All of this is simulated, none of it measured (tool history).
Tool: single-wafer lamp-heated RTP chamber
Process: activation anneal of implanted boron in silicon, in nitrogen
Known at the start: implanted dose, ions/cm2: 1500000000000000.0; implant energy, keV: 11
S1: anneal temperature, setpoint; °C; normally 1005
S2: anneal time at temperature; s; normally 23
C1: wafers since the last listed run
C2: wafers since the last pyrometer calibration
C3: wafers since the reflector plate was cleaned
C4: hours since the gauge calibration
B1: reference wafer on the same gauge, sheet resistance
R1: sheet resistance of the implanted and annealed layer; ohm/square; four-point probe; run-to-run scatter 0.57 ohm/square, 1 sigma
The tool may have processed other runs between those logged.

{"run": 1, "hour": 0.0, "S1": 1005, "S2": 23, "C1": 0, "C2": 6392, "C3": 7076, "C4": 333.0, "B1": 110.1, "R1": 101.55}
{"run": 2, "hour": 14.8, "S1": 1005, "S2": 23, "C1": 143, "C2": 6535, "C3": 7219, "C4": 347.8, "B1": 109.96, "R1": 101.9}
{"run": 3, "hour": 42.7, "S1": 1005, "S2": 23, "C1": 269, "C2": 6805, "C3": 7489, "C4": 375.7, "B1": 109.89, "R1": 101.85}
{"run": 4, "hour": 68.0, "S1": 1005, "S2": 16, "C1": 244, "C2": 7050, "C3": 7733, "C4": 401.0, "B1": 110.11, "R1": 103.72}
{"run": 5, "hour": 83.8, "S1": 1005, "S2": 16, "C1": 152, "C2": 7202, "C3": 7886, "C4": 416.8, "B1": 109.98, "R1": 102.95}
{"run": 6, "hour": 96.5, "S1": 1005, "S2": 23, "C1": 122, "C2": 7325, "C3": 8009, "C4": 429.5, "B1": 110.13, "R1": 101.01}
{"run": 7, "hour": 118.3, "S1": 1005, "S2": 23, "C1": 210, "C2": 7536, "C3": 8220, "C4": 451.3, "B1": 110.15, "R1": 100.13}
{"run": 8, "hour": 140.7, "S1": 1005, "S2": 23, "C1": 216, "C2": 7752, "C3": 8436, "C4": 473.7, "B1": 110.02, "R1": 101.8}
{"run": 9, "hour": 224.5, "S1": 1005, "S2": 23, "C1": 810, "C2": 8562, "C3": 9246, "C4": 557.5, "B1": 109.94, "R1": 101.11}
{"run": 10, "hour": 252.3, "S1": 1005, "S2": 23, "C1": 268, "C2": 8831, "C3": 9515, "C4": 585.3, "B1": 110.11, "R1": 101.05}
{"hour": 286.0, "done": "reflector plate cleaned"}
{"run": 11, "hour": 286.5, "S1": 1023, "S2": 13, "C1": 253, "C2": 9084, "C3": 4, "C4": 619.5, "B1": 109.9, "R1": 100.59}
{"run": 12, "hour": 309.4, "S1": 1023, "S2": 13, "C1": 221, "C2": 9306, "C3": 226, "C4": 642.4, "B1": 109.94, "R1": 101.22}
{"run": 13, "hour": 334.3, "S1": 1023, "S2": 13, "C1": 240, "C2": 9546, "C3": 466, "C4": 667.3, "B1": 110.06, "R1": 101.5}
{"run": 14, "hour": 356.6, "S1": 981, "S2": 28, "C1": 215, "C2": 9762, "C3": 682, "C4": 689.6, "B1": 109.74, "R1": 113.92}
{"hour": 370.6, "done": "gauge calibrated"}
{"hour": 389.9, "done": "pyrometer window cleaned and pyrometer calibrated"}
{"run": 15, "hour": 390.3, "S1": 1015, "S2": 18, "C1": 248, "C2": 4, "C3": 930, "C4": 19.7, "B1": 110.04, "R1": 100.77}
{"run": 16, "hour": 412.2, "S1": 1005, "S2": 23, "C1": 211, "C2": 215, "C3": 1142, "C4": 41.6, "B1": 109.95, "R1": 104.49}
{"run": 17, "hour": 432.7, "S1": 979, "S2": 30, "C1": 198, "C2": 414, "C3": 1340, "C4": 62.1, "B1": 110.0, "R1": 114.56}
{"run": 18, "hour": 451.6, "S1": 988, "S2": 33, "C1": 182, "C2": 596, "C3": 1523, "C4": 81.0, "B1": 110.14, "R1": 109.3}
{"run": 19, "hour": 487.3, "S1": 1005, "S2": 29, "C1": 345, "C2": 941, "C3": 1868, "C4": 116.7, "B1": 110.0, "R1": 103.09}
{"run": 20, "hour": 514.9, "S1": 1005, "S2": 23, "C1": 266, "C2": 1208, "C3": 2135, "C4": 144.3, "B1": 110.01, "R1": 103.39}
{"run": 21, "hour": 532.5, "S1": 1005, "S2": 23, "C1": 170, "C2": 1378, "C3": 2305, "C4": 161.9, "B1": 110.05, "R1": 103.31}
{"run": 22, "hour": 567.3, "S1": 1005, "S2": 29, "C1": 336, "C2": 1715, "C3": 2641, "C4": 196.7, "B1": 109.92, "R1": 101.42}
{"run": 23, "hour": 595.9, "S1": 996, "S2": 32, "C1": 276, "C2": 1991, "C3": 2918, "C4": 225.3, "B1": 110.05, "R1": 105.43}
{"run": 24, "hour": 614.8, "S1": 1032, "S2": 27, "C1": 182, "C2": 2174, "C3": 3100, "C4": 244.2, "B1": 109.81, "R1": 92.87}
{"run": 25, "hour": 643.1, "S1": 992, "S2": 18, "C1": 273, "C2": 2447, "C3": 3374, "C4": 272.5, "B1": 109.81, "R1": 109.52}
{"run": 26, "hour": 688.2, "S1": 1005, "S2": 27, "C1": 435, "C2": 2883, "C3": 3810, "C4": 317.6, "B1": 109.96, "R1": 101.11}

3 ways to go on from here, each from the tool as it stands after run 26. What would each give?
{"run": "A", "hour": 688.6, "S1": 1005, "S2": 37, "C1": 3, "C2": 2887, "C3": 3814, "C4": 318.0, "B1": "?", "R1": "?"}
{"run": "B", "hour": 688.6, "S1": 989, "S2": 12, "C1": 3, "C2": 2887, "C3": 3814, "C4": 318.0, "B1": "?", "R1": "?"}
{"run": "C", "hour": 688.6, "S1": 984, "S2": 19, "C1": 3, "C2": 2887, "C3": 3814, "C4": 318.0, "B1": "?", "R1": "?"}

run=A B1=109.96 R1=100.56
run=B B1=109.96 R1=114.57
run=C B1=109.96 R1=113.95
The same runs, with their run-to-run variation unchanged, on a tool lacking any hidden condition would have given:
run=A R1=101.92
run=B R1=116.92
run=C R1=116.32
